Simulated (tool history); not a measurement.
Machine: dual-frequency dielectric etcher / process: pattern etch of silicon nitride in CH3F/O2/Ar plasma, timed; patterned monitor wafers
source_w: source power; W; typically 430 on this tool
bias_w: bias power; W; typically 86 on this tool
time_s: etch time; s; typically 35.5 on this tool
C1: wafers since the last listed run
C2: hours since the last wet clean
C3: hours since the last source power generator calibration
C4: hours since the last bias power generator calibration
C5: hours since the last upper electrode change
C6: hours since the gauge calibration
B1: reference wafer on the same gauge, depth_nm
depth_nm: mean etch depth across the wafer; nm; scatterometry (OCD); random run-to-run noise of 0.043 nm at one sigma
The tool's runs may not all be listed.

Run 1, hour 0: usual settings; C1 0; C2 374.6; C3 3432.4; C4 1905; C5 4399.8; C6 482.2; B1 29.3. Result: depth_nm 28.15 nm.
Run 2, hour 64.5: usual settings; C1 658; C2 439.1; C3 3496.9; C4 1969.5; C5 4464.3; C6 546.7; B1 29.29. Result: depth_nm 28.13 nm.
Run 3, hour 106.3: usual settings; C1 426; C2 480.9; C3 3538.7; C4 2011.3; C5 4506.1; C6 588.5; B1 29.29. Result: depth_nm 28.19 nm.
At hour 152.9: wet clean of the chamber.
Run 4, hour 205.9: usual settings; C1 771; C2 53; C3 3638.3; C4 2110.9; C5 4605.7; C6 688.1; B1 29.31. Result: depth_nm 28.19 nm.
At hour 259.7: gauge calibrated.
Run 5, hour 273.3: usual settings; C1 688; C2 120.4; C3 3705.7; C4 2178.3; C5 4673.1; C6 13.6; B1 29.31. Result: depth_nm 28.18 nm.
Run 6, hour 364.8: usual settings; C1 934; C2 211.9; C3 3797.2; C4 2269.8; C5 4764.6; C6 105.1; B1 29.29. Result: depth_nm 28.22 nm.
Run 7, hour 439: usual settings; C1 757; C2 286.1; C3 3871.4; C4 2344; C5 4838.8; C6 179.3; B1 29.3. Result: depth_nm 28.26 nm.
Run 8, hour 523.2: usual settings; C1 859; C2 370.3; C3 3955.6; C4 2428.2; C5 4923; C6 263.5; B1 29.29. Result: depth_nm 28.16 nm.
Run 9, hour 614.6: usual settings; C1 933; C2 461.7; C3 4047; C4 2519.6; C5 5014.4; C6 354.9; B1 29.29. Result: depth_nm 28.2 nm.
Run 10, hour 666.8: usual settings but time_s 33 s; C1 532; C2 513.9; C3 4099.2; C4 2571.8; C5 5066.6; C6 407.1; B1 29.28. Result: depth_nm 26.27 nm.
At hour 708.3: wet clean of the chamber.
Run 11, hour 718.1: usual settings; C1 278; C2 9.8; C3 4150.5; C4 2623.1; C5 5117.9; C6 458.4; B1 29.29. Result: depth_nm 28.24 nm.
Run 12, hour 811.1: usual settings; C1 949; C2 102.8; C3 4243.5; C4 2716.1; C5 5210.9; C6 551.4; B1 29.3. Result: depth_nm 28.22 nm.
Run 13, hour 869.8: usual settings but bias_w 106 W; C1 599; C2 161.5; C3 4302.2; C4 2774.8; C5 5269.6; C6 610.1; B1 29.31. Result: depth_nm 30.34 nm.
At hour 912.3: upper electrode replaced.
Run 14, hour 935.7: usual settings but source_w 530 W, bias_w 78 W, time_s 31 s; C1 427; C2 227.4; C3 4368.1; C4 2840.7; C5 23.4; C6 676; B1 29.29. Result: depth_nm 25.33 nm.
At hour 1015.3: source power generator calibrated.
Run 15, hour 1042.7: usual settings; C1 1051; C2 334.4; C3 27.4; C4 2947.7; C5 130.4; C6 783; B1 29.3. Result: depth_nm 28.71 nm.
Run 16, hour 1113.8: usual settings but source_w 510 W; C1 725; C2 405.5; C3 98.5; C4 3018.8; C5 201.5; C6 854.1; B1 29.32. Result: depth_nm 30.05 nm.
At hour 1176.5: bias power generator calibrated.
At hour 1218.5: gauge calibrated.
At hour 1226.9: wet clean of the chamber.
Run 17, hour 1227.4: usual settings but source_w 530 W, bias_w 78 W, time_s 31 s; C1 873; C2 0.5; C3 212.1; C4 50.9; C5 315.1; C6 8.9; B1 29.3. Result: depth_nm 25.5 nm.
Run 18, hour 1284.5: usual settings but source_w 350 W, bias_w 103 W, time_s 25.5 s; C1 582; C2 57.6; C3 269.2; C4 108; C5 372.2; C6 66; B1 29.29. Result: depth_nm 20.59 nm.
Run 19, hour 1351.5: usual settings but source_w 350 W, bias_w 108 W, time_s 40 s; C1 683; C2 124.6; C3 336.2; C4 175; C5 439.2; C6 133; B1 29.29. Result: depth_nm 32.77 nm.
Run 20, hour 1407: usual settings; C1 566; C2 180.1; C3 391.7; C4 230.5; C5 494.7; C6 188.5; B1 29.31. Result: depth_nm 28.33 nm.
Run 21, hour 1446.4: usual settings but source_w 330 W; C1 402; C2 219.5; C3 431.1; C4 269.9; C5 534.1; C6 227.9; B1 29.3. Result: depth_nm 26.52 nm.
Run 22, hour 1545.8: usual settings; C1 1014; C2 318.9; C3 530.5; C4 369.3; C5 633.5; C6 327.3; B1 29.31. Result: depth_nm 28.37 nm.
Run 23, hour 1602.4: usual settings but bias_w 95 W; C1 577; C2 375.5; C3 587.1; C4 425.9; C5 690.1; C6 383.9; B1 29.32. Result: depth_nm 29.45 nm.
Run 24, hour 1664.4: usual settings but source_w 510 W, bias_w 80 W, time_s 42 s; C1 632; C2 437.5; C3 649.1; C4 487.9; C5 752.1; C6 445.9; B1 29.31. Result: depth_nm 34.33 nm.

Alternative continuations, all from the tool just after run 24; predict every row:
Run A, hour 1664.8: usual settings but time_s 46 s; C1 4; C2 437.9; C3 649.5; C4 488.3; C5 752.5; C6 446.3; B1 ?. Result: depth_nm ?.
Run B, hour 1664.8: usual settings but time_s 25.5 s; C1 4; C2 437.9; C3 649.5; C4 488.3; C5 752.5; C6 446.3; B1 ?. Result: depth_nm ?.
Run C, hour 1664.8: usual settings but source_w 490 W, bias_w 70 W, time_s 40.5 s; C1 4; C2 437.9; C3 649.5; C4 488.3; C5 752.5; C6 446.3; B1 ?. Result: depth_nm ?.
Run D, hour 1664.8: usual settings but time_s 40 s; C1 4; C2 437.9; C3 649.5; C4 488.3; C5 752.5; C6 446.3; B1 ?. Result: depth_nm ?.

run    B1  depth_nm
  A  29.3     36.85
  B  29.3     20.43
  C  29.3      31.5
  D  29.3     32.04
Stripped of hidden state, with their random variation kept, the same runs would have yielded:
run  depth_nm
  A     36.82
  B     20.41
  C     31.49
  D     32.02

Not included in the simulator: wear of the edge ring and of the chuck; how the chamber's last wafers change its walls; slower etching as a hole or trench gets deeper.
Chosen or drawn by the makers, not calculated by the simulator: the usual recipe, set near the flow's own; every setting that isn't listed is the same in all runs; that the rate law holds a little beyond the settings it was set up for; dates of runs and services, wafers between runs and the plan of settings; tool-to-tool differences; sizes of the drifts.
